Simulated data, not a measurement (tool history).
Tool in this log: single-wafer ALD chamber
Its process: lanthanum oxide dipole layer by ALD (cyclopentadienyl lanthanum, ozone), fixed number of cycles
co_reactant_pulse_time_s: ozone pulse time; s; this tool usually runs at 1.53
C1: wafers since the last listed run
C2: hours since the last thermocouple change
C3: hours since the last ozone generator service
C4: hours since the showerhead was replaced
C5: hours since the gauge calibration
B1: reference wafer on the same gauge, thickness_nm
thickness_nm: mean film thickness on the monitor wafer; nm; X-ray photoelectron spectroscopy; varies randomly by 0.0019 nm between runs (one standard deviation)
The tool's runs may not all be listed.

Run 1, hour 0: usual settings; C1 0; C2 887.5; C3 497.8; C4 2717.3; C5 464.2; B1 0.677. Result: thickness_nm 0.569 nm.
Run 2, hour 17.5: usual settings; C1 291; C2 905; C3 515.3; C4 2734.8; C5 481.7; B1 0.677. Result: thickness_nm 0.565 nm.
Run 3, hour 50.8: usual settings; C1 555; C2 938.3; C3 548.6; C4 2768.1; C5 515; B1 0.677. Result: thickness_nm 0.57 nm.
Run 4, hour 80.8: usual settings but co_reactant_pulse_time_s 1.77 s; C1 500; C2 968.3; C3 578.6; C4 2798.1; C5 545; B1 0.677. Result: thickness_nm 0.583 nm.
Run 5, hour 110.8: usual settings but co_reactant_pulse_time_s 1.77 s; C1 500; C2 998.3; C3 608.6; C4 2828.1; C5 575; B1 0.677. Result: thickness_nm 0.584 nm.
Run 6, hour 142.5: usual settings; C1 528; C2 1030; C3 640.3; C4 2859.8; C5 606.7; B1 0.677. Result: thickness_nm 0.568 nm.
Run 7, hour 158.6: usual settings; C1 268; C2 1046.1; C3 656.4; C4 2875.9; C5 622.8; B1 0.677. Result: thickness_nm 0.566 nm.
Run 8, hour 194.5: usual settings but co_reactant_pulse_time_s 1.12 s; C1 598; C2 1082; C3 692.3; C4 2911.8; C5 658.7; B1 0.676. Result: thickness_nm 0.473 nm.
Run 9, hour 216.6: usual settings but co_reactant_pulse_time_s 1.28 s; C1 368; C2 1104.1; C3 714.4; C4 2933.9; C5 680.8; B1 0.678. Result: thickness_nm 0.521 nm.
At hour 231.4: thermocouple changed; heater temperature recalibrated.
Run 10, hour 232.8: usual settings; C1 136; C2 1.4; C3 730.6; C4 2950.1; C5 697; B1 0.678. Result: thickness_nm 0.565 nm.
Run 11, hour 267.1: usual settings but co_reactant_pulse_time_s 1.83 s; C1 572; C2 35.7; C3 764.9; C4 2984.4; C5 731.3; B1 0.676. Result: thickness_nm 0.59 nm.
Run 12, hour 302.1: usual settings but co_reactant_pulse_time_s 1.9 s; C1 583; C2 70.7; C3 799.9; C4 3019.4; C5 766.3; B1 0.677. Result: thickness_nm 0.593 nm.
At hour 305.7: gauge calibrated.
Run 13, hour 327.1: usual settings; C1 416; C2 95.7; C3 824.9; C4 3044.4; C5 21.4; B1 0.677. Result: thickness_nm 0.565 nm.
Run 14, hour 339.9: usual settings but co_reactant_pulse_time_s 1.97 s; C1 213; C2 108.5; C3 837.7; C4 3057.2; C5 34.2; B1 0.677. Result: thickness_nm 0.59 nm.
Run 15, hour 373.6: usual settings but co_reactant_pulse_time_s 1.82 s; C1 562; C2 142.2; C3 871.4; C4 3090.9; C5 67.9; B1 0.678. Result: thickness_nm 0.587 nm.
Run 16, hour 390.6: usual settings but co_reactant_pulse_time_s 0.93 s; C1 283; C2 159.2; C3 888.4; C4 3107.9; C5 84.9; B1 0.677. Result: thickness_nm 0.362 nm.
At hour 408.6: ozone generator serviced.
Run 17, hour 409.1: usual settings; C1 175; C2 177.7; C3 0.5; C4 3126.4; C5 103.4; B1 0.677. Result: thickness_nm 0.547 nm.
Run 18, hour 431.5: usual settings but co_reactant_pulse_time_s 0.96 s; C1 373; C2 200.1; C3 22.9; C4 3148.8; C5 125.8; B1 0.677. Result: thickness_nm 0.351 nm.
Run 19, hour 451.1: usual settings; C1 326; C2 219.7; C3 42.5; C4 3168.4; C5 145.4; B1 0.676. Result: thickness_nm 0.546 nm.
Run 20, hour 480.4: usual settings but co_reactant_pulse_time_s 1.71 s; C1 488; C2 249; C3 71.8; C4 3197.7; C5 174.7; B1 0.678. Result: thickness_nm 0.567 nm.
Run 21, hour 510.4: usual settings but co_reactant_pulse_time_s 2.06 s; C1 500; C2 279; C3 101.8; C4 3227.7; C5 204.7; B1 0.677. Result: thickness_nm 0.59 nm.
At hour 548.3: showerhead replaced.
Run 22, hour 548.8: usual settings but co_reactant_pulse_time_s 0.95 s; C1 507; C2 317.4; C3 140.2; C4 0.5; C5 243.1; B1 0.677. Result: thickness_nm 0.34 nm.
Run 23, hour 565.3: usual settings but co_reactant_pulse_time_s 1.89 s; C1 275; C2 333.9; C3 156.7; C4 17; C5 259.6; B1 0.678. Result: thickness_nm 0.578 nm.
Run 24, hour 580.5: usual settings; C1 253; C2 349.1; C3 171.9; C4 32.2; C5 274.8; B1 0.677. Result: thickness_nm 0.543 nm.
Run 25, hour 604.5: usual settings but co_reactant_pulse_time_s 1.85 s; C1 400; C2 373.1; C3 195.9; C4 56.2; C5 298.8; B1 0.678. Result: thickness_nm 0.577 nm.
Run 26, hour 634.6: usual settings but co_reactant_pulse_time_s 2.12 s; C1 502; C2 403.2; C3 226; C4 86.3; C5 328.9; B1 0.678. Result: thickness_nm 0.592 nm.
At hour 651.8: ozone generator serviced, repeated, since the last time left the tool worse.
Run 27, hour 652.3: usual settings but co_reactant_pulse_time_s 1.91 s; C1 161; C2 420.9; C3 0.5; C4 104; C5 346.6; B1 0.676. Result: thickness_nm 0.595 nm.
Run 28, hour 681.7: usual settings but co_reactant_pulse_time_s 0.92 s; C1 490; C2 450.3; C3 29.9; C4 133.4; C5 376; B1 0.677. Result: thickness_nm 0.374 nm.
Run 29, hour 712.9: usual settings but co_reactant_pulse_time_s 1.89 s; C1 520; C2 481.5; C3 61.1; C4 164.6; C5 407.2; B1 0.676. Result: thickness_nm 0.596 nm.
Run 30, hour 733.7: usual settings but co_reactant_pulse_time_s 1.33 s; C1 346; C2 502.3; C3 81.9; C4 185.4; C5 428; B1 0.677. Result: thickness_nm 0.543 nm.
Run 31, hour 753.9: usual settings; C1 336; C2 522.5; C3 102.1; C4 205.6; C5 448.2; B1 0.677. Result: thickness_nm 0.57 nm.
Run 32, hour 766.9: usual settings; C1 216; C2 535.5; C3 115.1; C4 218.6; C5 461.2; B1 0.677. Result: thickness_nm 0.572 nm.
Run 33, hour 784.5: usual settings but co_reactant_pulse_time_s 1.04 s; C1 293; C2 553.1; C3 132.7; C4 236.2; C5 478.8; B1 0.677. Result: thickness_nm 0.448 nm.
Run 34, hour 797.9: usual settings; C1 223; C2 566.5; C3 146.1; C4 249.6; C5 492.2; B1 0.676. Result: thickness_nm 0.571 nm.

Forecast each of these 4 alternatives for the next run:
Run A, hour 798.3: usual settings; C1 6; C2 566.9; C3 146.5; C4 250; C5 492.6; B1 ?. Result: thickness_nm ?.
Run B, hour 798.3: usual settings but co_reactant_pulse_time_s 2.13 s; C1 6; C2 566.9; C3 146.5; C4 250; C5 492.6; B1 ?. Result: thickness_nm ?.
Run C, hour 798.3: usual settings but co_reactant_pulse_time_s 1.02 s; C1 6; C2 566.9; C3 146.5; C4 250; C5 492.6; B1 ?. Result: thickness_nm ?.
Run D, hour 798.3: usual settings but co_reactant_pulse_time_s 1.1 s; C1 6; C2 566.9; C3 146.5; C4 250; C5 492.6; B1 ?. Result: thickness_nm ?.

run     B1  thickness_nm
  A  0.676         0.575
  B  0.676         0.602
  C  0.676         0.439
  D  0.676         0.478
Had the tool no hidden state, the same runs would have come out as:
run  thickness_nm
  A         0.578
  B         0.603
  C         0.445
  D         0.484

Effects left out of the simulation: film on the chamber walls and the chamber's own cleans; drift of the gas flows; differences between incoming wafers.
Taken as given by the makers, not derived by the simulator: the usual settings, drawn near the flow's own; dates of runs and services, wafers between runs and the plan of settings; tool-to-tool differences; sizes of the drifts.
